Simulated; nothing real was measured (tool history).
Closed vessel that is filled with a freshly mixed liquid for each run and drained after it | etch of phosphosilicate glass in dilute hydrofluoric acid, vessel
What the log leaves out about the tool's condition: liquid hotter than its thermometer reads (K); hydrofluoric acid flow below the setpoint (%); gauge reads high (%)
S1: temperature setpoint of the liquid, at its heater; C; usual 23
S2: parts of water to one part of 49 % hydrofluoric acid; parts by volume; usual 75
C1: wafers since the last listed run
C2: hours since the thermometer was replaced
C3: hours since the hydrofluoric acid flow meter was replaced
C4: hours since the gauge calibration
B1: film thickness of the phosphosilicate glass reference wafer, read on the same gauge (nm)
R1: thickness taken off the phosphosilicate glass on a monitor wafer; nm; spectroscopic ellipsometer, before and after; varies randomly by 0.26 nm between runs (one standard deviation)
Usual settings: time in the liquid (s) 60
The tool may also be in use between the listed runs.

run 1 hour=0 | S1=25.5 S2=50 time_in_the_liquid_(s)=60 | C1=0 C2=2599.9 C3=602.4 C4=7 | B1=100 | R1=116.67
run 2 hour=8.8 | S1=23 S2=75 time_in_the_liquid_(s)=60 | C1=1011 C2=2608.7 C3=611.2 C4=15.8 | B1=100 | R1=67.91
run 3 hour=21.4 | S1=23 S2=75 time_in_the_liquid_(s)=60 | C1=1448 C2=2621.3 C3=623.8 C4=28.4 | B1=100 | R1=68.24
run 4 hour=35.8 | S1=23 S2=75 time_in_the_liquid_(s)=60 | C1=1655 C2=2635.7 C3=638.2 C4=42.8 | B1=100 | R1=67.39
run 5 hour=48.2 | S1=23 S2=75 time_in_the_liquid_(s)=60 | C1=1425 C2=2648.1 C3=650.6 C4=55.2 | B1=99.99 | R1=67.84
run 6 hour=56.5 | S1=23 S2=75 time_in_the_liquid_(s)=60 | C1=954 C2=2656.4 C3=658.9 C4=63.5 | B1=100.02 | R1=67.94
run 7 hour=67.1 | S1=23 S2=75 time_in_the_liquid_(s)=60 | C1=1218 C2=2667 C3=669.5 C4=74.1 | B1=100.02 | R1=67.9
run 8 hour=76 | S1=23 S2=75 time_in_the_liquid_(s)=60 | C1=1022 C2=2675.9 C3=678.4 C4=83 | B1=99.99 | R1=67.4
run 9 hour=87.2 | S1=24.5 S2=75 time_in_the_liquid_(s)=65 | C1=1287 C2=2687.1 C3=689.6 C4=94.2 | B1=100 | R1=77.91
run 10 hour=93.6 | S1=24.5 S2=75 time_in_the_liquid_(s)=65 | C1=735 C2=2693.5 C3=696 C4=100.6 | B1=99.98 | R1=77.78
run 11 hour=104.4 | S1=25.5 S2=100 time_in_the_liquid_(s)=60 | C1=1241 C2=2704.3 C3=706.8 C4=111.4 | B1=99.98 | R1=53.73
-- hour=117.5 thermometer replaced
run 12 hour=118 | S1=27.5 S2=75 time_in_the_liquid_(s)=60 | C1=1448 C2=0.5 C3=720.4 C4=125 | B1=100 | R1=80.98
-- hour=123.2 hydrofluoric acid flow meter replaced
run 13 hour=151.8 | S1=18.5 S2=35 time_in_the_liquid_(s)=90 | C1=3770 C2=34.3 C3=28.6 C4=158.8 | B1=100 | R1=181.59
run 14 hour=159.7 | S1=23 S2=90 time_in_the_liquid_(s)=30 | C1=908 C2=42.2 C3=36.5 C4=166.7 | B1=100.02 | R1=26.41
run 15 hour=168.4 | S1=26.5 S2=105 time_in_the_liquid_(s)=70 | C1=999 C2=50.9 C3=45.2 C4=175.4 | B1=100.02 | R1=58.97
run 16 hour=175.4 | S1=25.5 S2=55 time_in_the_liquid_(s)=30 | C1=804 C2=57.9 C3=52.2 C4=182.4 | B1=100.01 | R1=50.04
-- hour=181.3 hydrofluoric acid flow meter replaced, repeated, since the last time left the tool worse
run 17 hour=200.1 | S1=26 S2=110 time_in_the_liquid_(s)=60 | C1=2724 C2=82.6 C3=18.8 C4=207.1 | B1=100 | R1=52.54
-- hour=205.8 gauge calibrated
run 18 hour=207.8 | S1=23 S2=75 time_in_the_liquid_(s)=60 | C1=885 C2=90.3 C3=26.5 C4=2 | B1=99.99 | R1=70.94
run 19 hour=219.7 | S1=23 S2=75 time_in_the_liquid_(s)=75 | C1=1367 C2=102.2 C3=38.4 C4=13.9 | B1=100.01 | R1=89.8
run 20 hour=233.9 | S1=23 S2=75 time_in_the_liquid_(s)=60 | C1=1632 C2=116.4 C3=52.6 C4=28.1 | B1=100 | R1=71.37
run 21 hour=247.3 | S1=23 S2=75 time_in_the_liquid_(s)=40 | C1=1540 C2=129.8 C3=66 C4=41.5 | B1=100.02 | R1=47.37
run 22 hour=259.7 | S1=21.5 S2=90 time_in_the_liquid_(s)=90 | C1=1425 C2=142.2 C3=78.4 C4=53.9 | B1=100.01 | R1=81.64
run 23 hour=270.5 | S1=23 S2=100 time_in_the_liquid_(s)=60 | C1=1241 C2=153 C3=89.2 C4=64.7 | B1=100.03 | R1=51.3

What the log doesn't show, run by run:
liquid hotter than its thermometer reads (K): 0 on each run
gauge reads high (%): 0 on each run
H1: hydrofluoric acid flow below the setpoint (%)
run=1 H1=4.77
run=2 H1=4.83
run=3 H1=4.92
run=4 H1=5.02
run=5 H1=5.1
run=6 H1=5.16
run=7 H1=5.24
run=8 H1=5.3
run=9 H1=5.37
run=10 H1=5.42
run=11 H1=5.49
run=12 H1=5.59
run=13 H1=9.18
run=14 H1=9.23
run=15 H1=9.29
run=16 H1=9.34
run=17 H1=0.614
run=18 H1=0.667
run=19 H1=0.75
run=20 H1=0.848
run=21 H1=0.941
run=22 H1=1.03
run=23 H1=1.1

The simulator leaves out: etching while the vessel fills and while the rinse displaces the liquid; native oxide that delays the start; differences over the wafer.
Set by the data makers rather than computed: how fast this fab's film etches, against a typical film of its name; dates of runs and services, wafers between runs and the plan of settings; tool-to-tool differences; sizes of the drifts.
